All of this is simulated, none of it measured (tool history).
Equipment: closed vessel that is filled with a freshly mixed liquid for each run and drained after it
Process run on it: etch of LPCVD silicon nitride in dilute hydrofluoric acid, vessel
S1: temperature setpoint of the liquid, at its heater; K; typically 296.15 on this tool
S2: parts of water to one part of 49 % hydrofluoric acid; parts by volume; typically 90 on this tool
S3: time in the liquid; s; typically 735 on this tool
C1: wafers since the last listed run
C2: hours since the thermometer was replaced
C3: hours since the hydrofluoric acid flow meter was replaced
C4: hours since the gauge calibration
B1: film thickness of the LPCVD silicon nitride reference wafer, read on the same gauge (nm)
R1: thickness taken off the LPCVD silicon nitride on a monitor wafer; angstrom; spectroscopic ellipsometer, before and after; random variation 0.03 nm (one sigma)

{"run": 1, "day": 0.0, "S1": 296.15, "S2": 90, "S3": 735, "C1": 0, "C2": 619.9, "C3": 985.6, "C4": 193.9, "B1": 70.019, "R1": 38.15}
{"run": 2, "day": 0.812, "S1": 296.15, "S2": 65, "S3": 1045, "C1": 1013, "C2": 639.4, "C3": 1005.1, "C4": 213.4, "B1": 69.966, "R1": 73.79}
{"run": 3, "day": 1.517, "S1": 296.15, "S2": 90, "S3": 735, "C1": 878, "C2": 656.3, "C3": 1022, "C4": 230.3, "B1": 69.989, "R1": 37.05}
{"run": 4, "day": 2.075, "S1": 296.15, "S2": 90, "S3": 735, "C1": 696, "C2": 669.7, "C3": 1035.4, "C4": 243.7, "B1": 69.998, "R1": 37.19}
{"run": 5, "day": 2.608, "S1": 296.15, "S2": 90, "S3": 735, "C1": 665, "C2": 682.5, "C3": 1048.2, "C4": 256.5, "B1": 70.071, "R1": 37.17}
{"run": 6, "day": 3.379, "S1": 293.65, "S2": 90, "S3": 735, "C1": 961, "C2": 701, "C3": 1066.7, "C4": 275, "B1": 69.99, "R1": 31.82}
{"run": 7, "day": 4.458, "S1": 296.15, "S2": 90, "S3": 735, "C1": 1346, "C2": 726.9, "C3": 1092.6, "C4": 300.9, "B1": 69.993, "R1": 36.87}
{"run": 8, "day": 5.362, "S1": 296.15, "S2": 90, "S3": 735, "C1": 1128, "C2": 748.6, "C3": 1114.3, "C4": 322.6, "B1": 70.021, "R1": 36.67}
{"day": 6.362, "done": "gauge calibrated"}
{"run": 9, "day": 6.688, "S1": 296.15, "S2": 90, "S3": 735, "C1": 1653, "C2": 780.4, "C3": 1146.1, "C4": 7.8, "B1": 70.017, "R1": 36.48}
{"run": 10, "day": 7.888, "S1": 296.15, "S2": 65, "S3": 735, "C1": 1497, "C2": 809.2, "C3": 1174.9, "C4": 36.6, "B1": 70.005, "R1": 50.16}
{"run": 11, "day": 9.279, "S1": 296.15, "S2": 70, "S3": 625, "C1": 1736, "C2": 842.6, "C3": 1208.3, "C4": 70, "B1": 69.985, "R1": 39.5}
{"run": 12, "day": 9.883, "S1": 299.15, "S2": 90, "S3": 735, "C1": 753, "C2": 857.1, "C3": 1222.8, "C4": 84.5, "B1": 70.038, "R1": 44.64}
{"day": 9.925, "done": "hydrofluoric acid flow meter replaced"}
{"day": 10.208, "done": "thermometer replaced"}
{"run": 13, "day": 10.842, "S1": 293.65, "S2": 125, "S3": 735, "C1": 1091, "C2": 15.2, "C3": 22, "C4": 107.5, "B1": 69.993, "R1": 25.24}
{"run": 14, "day": 13.183, "S1": 296.15, "S2": 90, "S3": 735, "C1": 2921, "C2": 71.4, "C3": 78.2, "C4": 163.7, "B1": 70.023, "R1": 41.6}
{"run": 15, "day": 14.021, "S1": 296.15, "S2": 90, "S3": 1170, "C1": 1044, "C2": 91.5, "C3": 98.3, "C4": 183.8, "B1": 70.023, "R1": 65.5}
{"run": 16, "day": 14.738, "S1": 296.15, "S2": 60, "S3": 1030, "C1": 894, "C2": 108.7, "C3": 115.5, "C4": 201, "B1": 69.987, "R1": 85.66}
{"run": 17, "day": 15.371, "S1": 296.15, "S2": 90, "S3": 735, "C1": 790, "C2": 123.9, "C3": 130.7, "C4": 216.2, "B1": 70.058, "R1": 40.92}
{"run": 18, "day": 16.446, "S1": 299.15, "S2": 50, "S3": 735, "C1": 1341, "C2": 149.7, "C3": 156.5, "C4": 242, "B1": 70.052, "R1": 87.97}
{"run": 19, "day": 17.658, "S1": 294.65, "S2": 55, "S3": 935, "C1": 1512, "C2": 178.8, "C3": 185.6, "C4": 271.1, "B1": 70.025, "R1": 74.96}
{"run": 20, "day": 18.458, "S1": 296.15, "S2": 90, "S3": 735, "C1": 998, "C2": 198, "C3": 204.8, "C4": 290.3, "B1": 70.009, "R1": 40.2}
{"run": 21, "day": 19.483, "S1": 296.15, "S2": 130, "S3": 735, "C1": 1278, "C2": 222.6, "C3": 229.4, "C4": 314.9, "B1": 70.03, "R1": 27.99}

Exercise: give the hidden state of the tool at every run:
hydrofluoric acid flow above the setpoint (%): 0 at every run
gauge reads high (%): 0 at every run
H1: liquid colder than its thermometer reads (K)
run=1 H1=1.7
run=2 H1=1.75
run=3 H1=1.79
run=4 H1=1.82
run=5 H1=1.84
run=6 H1=1.89
run=7 H1=1.94
run=8 H1=1.99
run=9 H1=2.06
run=10 H1=2.13
run=11 H1=2.2
run=12 H1=2.24
run=13 H1=0.243
run=14 H1=0.369
run=15 H1=0.414
run=16 H1=0.453
run=17 H1=0.487
run=18 H1=0.545
run=19 H1=0.61
run=20 H1=0.654
run=21 H1=0.709
